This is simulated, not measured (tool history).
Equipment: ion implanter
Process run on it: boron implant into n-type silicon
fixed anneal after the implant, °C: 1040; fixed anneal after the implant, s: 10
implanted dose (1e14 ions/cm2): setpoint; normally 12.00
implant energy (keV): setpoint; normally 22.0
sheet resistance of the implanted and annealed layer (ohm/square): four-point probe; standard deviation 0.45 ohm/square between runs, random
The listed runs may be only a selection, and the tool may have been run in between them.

run     day  implanted dose (1e14 ions/cm2)  implant energy (keV)  read-back reference wafer on the same gauge, sheet resistance  sheet resistance of the implanted and annealed layer (ohm/square)
  1   0.000                           12.00                  22.0                                                          87.04                                                              98.15
  2   1.288                           12.00                  22.0                                                          87.23                                                              97.16
  3   2.817                           12.00                  22.0                                                          87.02                                                              97.41
  4   4.125                           12.00                  22.0                                                          87.17                                                              98.17
  5   6.579                           12.00                  22.0                                                          87.11                                                              97.98
  6   8.883                           12.00                  22.0                                                          87.02                                                              96.71
  7  11.254                           14.77                  22.0                                                          87.33                                                              82.60
  8  12.512                           12.00                  17.0                                                          87.22                                                              99.98
     14.042  -- Faraday cup replaced and dose calibrated
  9  14.067                           12.00                  17.0                                                          86.88                                                             100.62
     15.562  -- extraction supply calibrated
 10  15.842                           13.75                  15.0                                                          87.03                                                              93.08
     16.433  -- gauge calibrated
 11  17.425                           15.25                  24.5                                                          86.91                                                              79.94
 12  18.742                           12.00                  22.0                                                          87.05                                                              97.76
 13  20.000                           14.32                  22.0                                                          86.95                                                              85.08
 14  22.696                           10.15                  25.5                                                          87.13                                                             110.94
 15  24.254                           10.93                  15.0                                                          86.95                                                             109.57
 16  26.554                           12.00                  22.0                                                          87.07                                                              97.67
 17  28.783                           10.63                  18.0                                                          87.00                                                             110.17
 18  35.717                           12.00                  18.0                                                          86.90                                                              99.84

5 options for the next run, each taken on its own from the tool as it stands now. Forecast them:
  A  35.733                           12.00                  22.0                                                              ?                                                                  ?
  B  35.733                           15.60                  16.0                                                              ?                                                                  ?
  C  35.733                           13.14                  19.0                                                              ?                                                                  ?
  D  35.733                           10.47                  27.5                                                              ?                                                                  ?
  E  35.733                           13.82                  22.0                                                              ?                                                                  ?

run  read-back reference wafer on the same gauge, sheet resistance  sheet resistance of the implanted and annealed layer (ohm/square)
  A                                                          86.93                                                              97.83
  B                                                          86.93                                                              84.29
  C                                                          86.93                                                              92.40
  D                                                          86.93                                                             107.94
  E                                                          86.93                                                              87.26
With no hidden state in the tool, these same runs would have given:
run  sheet resistance of the implanted and annealed layer (ohm/square)
  A                                                              97.83
  B                                                              84.29
  C                                                              92.40
  D                                                             107.94
  E                                                              87.26
